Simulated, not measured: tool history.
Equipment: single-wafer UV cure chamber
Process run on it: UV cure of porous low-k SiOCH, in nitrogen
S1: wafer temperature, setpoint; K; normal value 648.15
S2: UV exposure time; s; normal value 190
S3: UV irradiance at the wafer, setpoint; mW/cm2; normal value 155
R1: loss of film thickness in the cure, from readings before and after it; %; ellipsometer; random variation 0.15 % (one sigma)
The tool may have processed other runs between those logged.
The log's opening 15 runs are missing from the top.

-- hour=995.1 quartz window cleaned
run 16 hour=1045.8 | S1=648.15 S2=160 S3=137 | R1=13.407
run 17 hour=1146.8 | S1=648.15 S2=190 S3=163 | R1=14.79
run 18 hour=1185.8 | S1=658.15 S2=190 S3=155 | R1=15.067
run 19 hour=1290 | S1=635.15 S2=190 S3=177 | R1=14.986
run 20 hour=1395.3 | S1=664.15 S2=300 S3=155 | R1=17.432
-- hour=1436.3 quartz window cleaned
-- hour=1469.1 UV bulbs replaced
run 21 hour=1503.9 | S1=636.15 S2=190 S3=155 | R1=14.219
run 22 hour=1556.3 | S1=648.15 S2=190 S3=155 | R1=14.559
run 23 hour=1622.6 | S1=648.15 S2=190 S3=155 | R1=14.898
run 24 hour=1664.6 | S1=630.15 S2=140 S3=178 | R1=13.519
run 25 hour=1711.6 | S1=648.15 S2=125 S3=189 | R1=13.408
run 26 hour=1814.4 | S1=648.15 S2=190 S3=155 | R1=14.47

Run 27 is up next; what results do you expect?
run 27 hour=1921.5 | S1=641.15 S2=270 S3=136 | R1=?

{"run 27": {"R1": 15.456}}
Take away the tool's hidden state, keep the run-to-run variation as it was, and the same run would have given R1 15.456 %.

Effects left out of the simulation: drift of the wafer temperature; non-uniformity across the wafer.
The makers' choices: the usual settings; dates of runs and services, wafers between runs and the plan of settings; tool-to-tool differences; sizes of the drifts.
